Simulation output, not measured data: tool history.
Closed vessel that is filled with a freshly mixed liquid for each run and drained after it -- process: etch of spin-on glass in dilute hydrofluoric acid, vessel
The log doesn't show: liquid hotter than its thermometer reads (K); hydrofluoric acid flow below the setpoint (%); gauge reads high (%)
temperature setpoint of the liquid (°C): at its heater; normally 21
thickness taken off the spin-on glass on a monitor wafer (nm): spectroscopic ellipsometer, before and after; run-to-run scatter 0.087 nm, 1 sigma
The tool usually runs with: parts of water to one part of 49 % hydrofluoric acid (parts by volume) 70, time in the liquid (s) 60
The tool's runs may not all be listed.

run,day,temperature setpoint of the liquid (°C),parts of water to one part of 49 % hydrofluoric acid (parts by volume),time in the liquid (s),wafers since the last listed run,hours since the thermometer was replaced,hours since the hydrofluoric acid flow meter was replaced,hours since the gauge calibration,"read-back film thickness of the spin-on glass reference wafer, read on the same gauge (nm)",thickness taken off the spin-on glass on a monitor wafer (nm)
1,0,21,70,60,0,3109,1618.4,52.3,140.03,34.58
2,0.642,21,70,40,1603,3124.4,1633.8,67.7,140.01,23.02
3,1.267,21,70,60,1562,3139.4,1648.8,82.7,139.99,34.32
4,1.833,23.5,70,60,1416,3153,1662.4,96.3,140,38.02
5,2.15,23.5,70,60,791,3160.6,1670,103.9,139.99,37.93
6,3.058,23.5,70,60,2270,3182.4,1691.8,125.7,140.06,38.07
7,3.317,21,70,45,645,3188.6,1698,131.9,140.02,25.89
8,3.95,21,70,45,1582,3203.8,1713.2,147.1,140.01,25.73
9,4.412,21,70,45,1155,3214.9,1724.3,158.2,139.98,25.83
10,4.958,21,70,60,1364,3228,1737.4,171.3,140.03,34.49
11,5.242,21,70,60,708,3234.8,1744.2,178.1,139.99,34.24
12,5.975,21,70,60,1832,3252.4,1761.8,195.7,139.97,34.43
# day 5.975: gauge calibrated
# day 6.312: thermometer replaced
13,7.308,21,90,60,3228,23.9,1793.8,32,139.97,23.05
14,7.592,23,35,60,708,30.7,1800.6,38.8,139.97,69.65
15,8.038,21,70,60,1114,41.4,1811.3,49.5,140,30.31
16,9.429,21,85,60,3478,74.8,1844.7,82.9,140.04,24.63
17,10.383,17,70,35,2384,97.7,1867.6,105.8,139.99,15
# day 10.692: hydrofluoric acid flow meter replaced
18,10.733,21,70,45,770,106.1,1,114.2,139.98,25.56
19,11.008,21,70,60,687,112.7,7.6,120.8,140,34.16
20,11.696,22.5,60,45,1718,129.2,24.1,137.3,139.99,32.04
21,12.008,17.5,70,60,781,136.7,31.6,144.8,140.03,29.26
22,12.442,25.5,40,90,1083,147.1,42,155.2,140.04,111.69
23,13,24,70,35,1395,160.5,55.4,168.6,140.01,22.43
24,13.579,18.5,55,85,1447,174.4,69.3,182.5,139.97,56.17
25,14.112,23.5,70,35,1333,187.2,82.1,195.3,139.99,21.99
26,14.546,21,70,35,1083,197.6,92.5,205.7,140.02,19.71
27,14.933,25.5,40,75,968,206.9,101.8,215,140.05,92.98

Table of differences, measured result less the result of that run with no hidden state. Run-to-run variation is the same in both. Gauge scatter possibly is not:
run,thickness taken off the spin-on glass on a monitor wafer (nm)
1,+0.63
2,+0.41
3,+0.6
4,+0.54
5,+0.52
6,+0.49
7,+0.41
8,+0.4
9,+0.39
10,+0.51
11,+0.51
12,+0.49
13,-2.59
14,-7.4
15,-3.36
16,-2.81
17,-1.67
18,+0.16
19,+0.19
20,+0.18
21,+0.16
22,+0.57
23,+0.1
24,+0.29
25,+0.1
26,+0.08
27,+0.38

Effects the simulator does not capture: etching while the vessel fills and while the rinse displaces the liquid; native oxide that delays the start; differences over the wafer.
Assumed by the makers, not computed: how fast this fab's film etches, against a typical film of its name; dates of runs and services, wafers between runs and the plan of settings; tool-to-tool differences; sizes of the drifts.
